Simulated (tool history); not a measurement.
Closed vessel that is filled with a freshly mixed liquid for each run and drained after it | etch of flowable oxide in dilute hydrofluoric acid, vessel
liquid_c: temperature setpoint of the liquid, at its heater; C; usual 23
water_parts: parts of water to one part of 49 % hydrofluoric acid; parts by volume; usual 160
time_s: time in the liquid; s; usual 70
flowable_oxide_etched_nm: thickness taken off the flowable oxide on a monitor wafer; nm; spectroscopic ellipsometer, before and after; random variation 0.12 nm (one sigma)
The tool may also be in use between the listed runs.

run,hour,liquid_c,water_parts,time_s,wafers since the last listed run,hours since the thermometer was replaced,hours since the hydrofluoric acid flow meter was replaced,hours since the gauge calibration,"read-back film thickness of the flowable oxide reference wafer, read on the same gauge (nm)",flowable_oxide_etched_nm
1,0,23,185,70,0,1016.5,2171.6,569.3,99.99,9.31
2,15.5,23,185,70,1891,1032,2187.1,584.8,100.01,9.42
3,25.3,23,185,70,1195,1041.8,2196.9,594.6,100,9.21
4,41.6,23,160,70,1989,1058.1,2213.2,610.9,100,11.02
5,55.9,23,160,70,1745,1072.4,2227.5,625.2,99.97,10.96
6,70.2,23,160,70,1745,1086.7,2241.8,639.5,100,11.29
7,82.8,23,160,50,1537,1099.3,2254.4,652.1,100,7.72
8,100.3,23,210,70,2135,1116.8,2271.9,669.6,99.98,7.88
9,110,23,210,70,1183,1126.5,2281.6,679.3,100.01,7.98
# hour 115.3: thermometer replaced
10,116.5,23,110,90,671,1.2,2288.1,685.8,100.02,23.97
11,124.7,23,160,70,1000,9.4,2296.3,694,100.04,12.31
12,146.5,20,235,35,2660,31.2,2318.1,715.8,99.96,3.45
# hour 148.1: gauge calibrated
13,161.4,26.5,240,85,1818,46.1,2333,13.3,100.01,10.08
14,178,19,160,95,2025,62.7,2349.6,29.9,100,13.84
15,193.9,27.5,210,70,1940,78.6,2365.5,45.8,100.03,10.24
16,203.9,19,130,95,1220,88.6,2375.5,55.8,100.01,18.11
17,214,20,160,70,1232,98.7,2385.6,65.9,100,10.87
18,222.5,23,160,70,1037,107.2,2394.1,74.4,100,12
19,233.5,20,120,95,1342,118.2,2405.1,85.4,100.06,20.06
# hour 242.4: hydrofluoric acid flow meter replaced
20,243.3,19.5,200,70,1073,128,0.9,95.2,100.02,8.09
21,250.7,18.5,160,70,903,135.4,8.3,102.6,100,10.04
22,267.7,19.5,195,40,2074,152.4,25.3,119.6,99.96,4.71
23,282.5,27,160,95,1806,167.2,40.1,134.4,99.98,18.96
24,293.7,28,200,85,1366,178.4,51.3,145.6,99.96,13.3
25,305.4,23,160,70,1427,190.1,63,157.3,100.04,11.98
26,314.9,26,90,85,1159,199.6,72.5,166.8,100.02,31.53
27,325.2,20,160,100,1256,209.9,82.8,177.1,100.02,15.17
28,339.9,28,100,50,1793,224.6,97.5,191.8,100.02,17.51
29,353.5,20,90,90,1659,238.2,111.1,205.4,99.96,25.95
30,366.4,26.5,100,30,1574,251.1,124,218.3,99.98,10.03
31,376.5,23,215,70,1232,261.2,134.1,228.4,100.03,8.27
32,391,25.5,235,80,1769,275.7,148.6,242.9,100.02,9.37
33,402.2,28,200,85,1366,286.9,159.8,254.1,100.01,13.37

The tool's hidden state at each run:
hydrofluoric acid flow above the setpoint (%): 0 in every run
gauge reads high (%): 0 in every run
H1: liquid colder than its thermometer reads (K)
run,H1
1,2.21
2,2.24
3,2.26
4,2.3
5,2.32
6,2.35
7,2.38
8,2.41
9,2.43
10,0.073
11,0.0894
12,0.133
13,0.163
14,0.196
15,0.228
16,0.248
17,0.268
18,0.285
19,0.307
20,0.326
21,0.341
22,0.375
23,0.405
24,0.427
25,0.45
26,0.469
27,0.49
28,0.519
29,0.547
30,0.572
31,0.592
32,0.621
33,0.644
